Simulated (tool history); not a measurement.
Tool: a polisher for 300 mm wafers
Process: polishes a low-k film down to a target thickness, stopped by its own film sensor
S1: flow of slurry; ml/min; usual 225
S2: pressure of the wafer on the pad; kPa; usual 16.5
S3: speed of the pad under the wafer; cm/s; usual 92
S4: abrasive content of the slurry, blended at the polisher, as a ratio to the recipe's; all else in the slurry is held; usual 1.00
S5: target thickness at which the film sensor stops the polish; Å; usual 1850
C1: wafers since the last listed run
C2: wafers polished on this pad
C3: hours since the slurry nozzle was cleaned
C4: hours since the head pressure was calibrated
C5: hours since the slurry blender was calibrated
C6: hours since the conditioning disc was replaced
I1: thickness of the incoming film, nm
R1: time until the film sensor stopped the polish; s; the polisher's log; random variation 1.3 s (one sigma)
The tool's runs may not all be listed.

run   hour   S1    S2   S3    S4    S5   C1    C2     C3      C4     C5     C6     I1    R1
  1    0.0  225  16.5  114  1.00  1850    0   417  424.8  1021.0  228.6  305.4  216.2  55.9
      12.0  -- slurry blender recalibrated
  2   19.4  225  16.5   92  1.00  1850   96   513  444.2  1040.4    7.4  324.8  215.7  61.9
  3   47.2  225  21.4   92  1.15  1850  154   668  472.0  1068.2   35.2  352.6  219.7  55.3
  4   64.8  225  21.4   78  1.00  1850   97   765  489.6  1085.8   52.8  370.2  219.5  68.0
  5   86.8  290  16.5   92  1.00  1820  122   887  511.6  1107.8   74.8  392.2  225.0  88.0
  6  118.3  225  16.5   92  1.00  1850  174  1062  543.1  1139.3  106.3  423.7  223.5  80.7
     144.9  -- conditioning disc replaced and pad reconditioned
  7  153.2  195  21.4   92  1.00  1850  182  1245  578.0  1174.2  141.2    8.3  221.1  59.7
     165.1  -- worn pad replaced by a new one
     165.8  -- slurry nozzle cleaned
  8  167.4  150  21.4   82  1.10  1850   52     8    1.6  1188.4  155.4   22.5  221.9  69.5
  9  193.2  225  16.5   92  1.00  1850  143   151   27.4  1214.2  181.2   48.3  216.4  66.4
 10  223.8  225  16.5   92  1.00  1850  169   321   58.0  1244.8  211.8   78.9  222.6  78.3
     227.4  -- slurry blender recalibrated
 11  255.1  225  16.5   92  1.00  1850  162   484   89.3  1276.1   27.7  110.2  219.8  71.1
 12  275.3  225  16.5  106  0.85  1850  112   596  109.5  1296.3   47.9  130.4  219.1  66.6
 13  297.9  225  16.5   92  1.00  1850  125   721  132.1  1318.9   70.5  153.0  221.1  74.0
 14  317.0  225  16.5   74  1.00  1850  105   827  151.2  1338.0   89.6  172.1  217.5  79.1
 15  336.9  225  16.5   92  1.00  1850  110   938  171.1  1357.9  109.5  192.0  223.5  79.6
     355.5  -- head pressure recalibrated
 16  362.3  225  16.5   92  1.10  1850  129  1068  196.5     6.8  134.9  217.4  217.8  63.1
 17  385.2  200  16.5   92  1.25  1850  127  1195  219.4    29.7  157.8  240.3  216.2  61.7
     402.2  -- worn pad replaced by a new one
 18  447.9  225  16.5   92  0.85  1850  325   253  282.1    92.4  220.5  303.0  216.8  70.7
     458.4  -- slurry blender recalibrated
 19  482.4  225  16.5  114  1.00  1850  180   433  316.6   126.9   24.0  337.5  220.5  62.1
 20  505.1  300  16.5   92  0.85  1850  125   559  339.3   149.6   46.7  360.2  216.6  68.1
 21  523.2  225  16.5   92  1.00  1920  100   660  357.4   167.7   64.8  378.3  221.2  60.6
 22  551.8  225  16.5   92  1.00  1850  158   818  386.0   196.3   93.4  406.9  220.9  75.0
 23  567.1  225  16.5   92  1.00  1910   84   903  401.3   211.6  108.7  422.2  219.5  59.4
 24  593.3  145  16.5   92  1.00  1850  145  1049  427.5   237.8  134.9  448.4  219.7  77.8
 25  615.2  250  13.8  104  0.80  1850  121  1170  449.4   259.7  156.8  470.3  222.5  90.0
     619.7  -- worn pad replaced by a new one
 26  632.9  225  21.4   92  1.00  1850   76    73  467.1   277.4  174.5  488.0  217.8  53.9

Forecast each of these 4 alternatives for the next run:
  A  633.4  225  16.5   92  1.00  1850   2  76  467.6  277.9  175.0  488.5  221.2   ?
  B  633.4  225  13.8  120  1.00  1850   2  76  467.6  277.9  175.0  488.5  221.2   ?
  C  633.4  250  12.4  120  1.00  1850   2  76  467.6  277.9  175.0  488.5  221.2   ?
  D  633.4  165  20.7   92  1.10  1850   2  76  467.6  277.9  175.0  488.5  221.2   ?

run    R1
  A  73.9
  B  69.3
  C  74.3
  D  61.7
Without the tool's hidden state the same runs would have given:
run    R1
  A  73.9
  B  69.3
  C  74.3
  D  61.7

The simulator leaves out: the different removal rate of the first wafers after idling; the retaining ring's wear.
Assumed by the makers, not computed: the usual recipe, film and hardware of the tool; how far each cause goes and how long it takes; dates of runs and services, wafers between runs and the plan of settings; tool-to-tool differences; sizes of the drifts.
